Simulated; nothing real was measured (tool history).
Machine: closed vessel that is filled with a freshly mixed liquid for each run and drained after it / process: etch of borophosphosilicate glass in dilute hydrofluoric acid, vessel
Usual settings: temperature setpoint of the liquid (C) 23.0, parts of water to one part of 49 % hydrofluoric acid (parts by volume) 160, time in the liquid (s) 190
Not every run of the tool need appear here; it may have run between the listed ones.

run,day,temperature setpoint of the liquid (C),parts of water to one part of 49 % hydrofluoric acid (parts by volume),time in the liquid (s),wafers since the last listed run,hours since the thermometer was replaced,hours since the hydrofluoric acid flow meter was replaced,hours since the gauge calibration,"read-back film thickness of the borophosphosilicate glass reference wafer, read on the same gauge (nm)",thickness taken off the borophosphosilicate glass on a monitor wafer (Å)
1,0.000,23.0,160,190,0,2592.0,1777.3,9.9,89.99,439.1
2,0.325,23.0,220,190,538,2599.8,1785.1,17.7,90.05,298.3
3,0.800,23.0,220,190,786,2611.2,1796.5,29.1,89.99,297.4
4,1.179,23.0,115,190,627,2620.3,1805.6,38.2,90.03,646.7
5,1.429,23.0,105,190,413,2626.3,1811.6,44.2,90.00,709.0
6,2.038,23.0,105,190,1007,2640.9,1826.2,58.8,89.98,713.9
7,2.721,23.0,160,190,1131,2657.3,1842.6,75.2,90.01,437.5
8,3.433,23.0,160,190,1179,2674.4,1859.7,92.3,90.01,441.5
# day 4.729: thermometer replaced
9,5.238,23.0,160,190,2918,12.2,1903.0,135.6,89.99,393.8
10,5.683,23.0,135,150,738,22.9,1913.7,146.3,89.98,377.5
11,5.996,23.0,135,150,517,30.4,1921.2,153.8,90.02,380.2
12,6.729,23.0,135,150,1214,48.0,1938.8,171.4,89.99,381.0
# day 6.812: hydrofluoric acid flow meter replaced
13,7.162,24.5,160,190,648,58.4,8.4,181.8,90.00,416.4
14,7.612,21.5,160,190,745,69.2,19.2,192.6,90.00,370.3
15,8.179,23.0,160,280,938,82.8,32.8,206.2,89.99,578.6
16,10.425,23.0,105,190,3719,136.7,86.7,260.1,90.02,641.1
17,10.792,23.0,160,190,607,145.5,95.5,268.9,90.01,392.1
# day 11.058: gauge calibrated
18,11.088,19.5,210,190,489,152.6,102.6,0.7,90.02,249.6
19,11.379,21.0,200,285,482,159.6,109.6,7.7,90.02,424.3
20,12.117,23.0,160,225,1221,177.3,127.3,25.4,90.00,470.7
21,12.429,19.0,130,90,517,184.8,134.8,32.9,90.00,205.0
22,13.088,23.0,160,190,1090,200.6,150.6,48.7,90.00,394.3
23,13.588,19.5,160,190,827,212.6,162.6,60.7,89.98,345.3
24,14.025,23.0,180,190,724,223.1,173.1,71.2,90.02,345.4
25,14.721,27.5,80,190,1152,239.8,189.8,87.9,89.98,1044.9

Selected run-to-run steps in thickness taken off the borophosphosilicate glass on a monitor wafer (Å), each split into two signed amounts: the part the tool would show with no hidden state at all (from settings, incoming material and random variation), and the remainder, which goes to the hidden state together with any gauge scatter not common to the measured and the hidden-state-free results:
Unlogged tool condition in this case: liquid hotter than its thermometer reads (K); hydrofluoric acid flow above the setpoint (%); gauge reads high (%).
Run 3 -> 4: parts of water to one part of 49 % hydrofluoric acid (parts by volume) 220 -> 115. thickness taken off the borophosphosilicate glass on a monitor wafer (Å) +349.3: hidden state +39.4, all else +309.9.
Run 8 -> 9: thermometer replaced. thickness taken off the borophosphosilicate glass on a monitor wafer (Å) -47.7: hidden state -44.8, all else -2.9.
Run 24 -> 25: temperature setpoint of the liquid (C) 23.0 -> 27.5, parts of water to one part of 49 % hydrofluoric acid (parts by volume) 180 -> 80. thickness taken off the borophosphosilicate glass on a monitor wafer (Å) +699.5: hidden state +9.9, all else +689.6.

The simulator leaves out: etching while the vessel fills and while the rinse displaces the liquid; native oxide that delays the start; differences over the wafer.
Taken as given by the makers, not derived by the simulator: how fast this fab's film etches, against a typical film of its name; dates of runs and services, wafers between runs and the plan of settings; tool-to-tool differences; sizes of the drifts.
